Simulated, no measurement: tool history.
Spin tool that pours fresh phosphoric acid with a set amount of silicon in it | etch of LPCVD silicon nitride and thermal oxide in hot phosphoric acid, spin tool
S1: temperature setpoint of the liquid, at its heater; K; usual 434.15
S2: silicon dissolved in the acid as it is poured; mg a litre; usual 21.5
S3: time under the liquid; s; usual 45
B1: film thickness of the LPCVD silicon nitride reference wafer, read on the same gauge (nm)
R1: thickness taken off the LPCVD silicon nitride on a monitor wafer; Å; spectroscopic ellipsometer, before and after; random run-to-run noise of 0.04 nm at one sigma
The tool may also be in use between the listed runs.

run	day	S1	S2	S3	B1	R1
1	0.000	434.15	21.5	45	49.996	41.43
2	1.483	435.15	21.5	45	50.069	42.51
# day 1.725: heated supply line repaired
3	2.846	436.15	21.5	55	50.017	53.03
4	4.142	436.65	38.5	60	50.019	59.40
5	4.825	432.15	8.0	55	50.044	47.48
6	5.783	434.15	21.5	35	49.969	32.66
7	6.862	432.65	21.5	45	49.969	39.29
8	8.033	434.15	31.5	45	50.009	41.61
# day 8.658: gauge calibrated
9	9.250	436.15	21.5	30	50.005	29.42
# day 10.454: dissolved silicon flow meter replaced
10	10.904	431.65	21.5	40	49.994	34.08
11	11.875	432.15	21.5	45	50.009	39.57
12	13.217	434.15	21.5	45	49.965	42.22
13	14.654	434.15	21.5	40	50.027	37.82
14	15.638	432.65	30.0	70	50.007	61.61
15	16.754	435.65	28.5	55	50.011	53.77
16	17.650	431.65	33.0	25	50.002	21.60
# day 19.358: thermometer replaced
17	21.550	434.15	31.0	55	50.006	49.92
18	22.242	434.15	21.5	45	49.991	40.38
19	23.221	434.15	21.5	25	49.996	22.35
20	24.004	437.15	14.5	25	49.967	25.10
21	25.083	431.65	33.0	25	50.001	20.89
22	25.792	431.65	21.5	65	49.966	54.46

Table of differences, measured result less the result of that run with no hidden state. Run-to-run variation is the same in both. Gauge scatter possibly is not:
Unlogged tool condition in this case: liquid hotter than its thermometer reads (K); dissolved silicon flow below the setpoint (%); temperature lost on the way to the wafer (K); gauge reads high (%).
run	R1
1	+0.59
2	+0.69
3	+0.96
4	+1.18
5	+1.01
6	+0.75
7	+0.96
8	+1.08
9	+0.80
10	+1.04
11	+1.26
12	+1.41
13	+1.35
14	+2.29
15	+2.06
16	+0.87
17	+0.16
18	+0.18
19	+0.12
20	+0.18
21	+0.18
22	+0.54
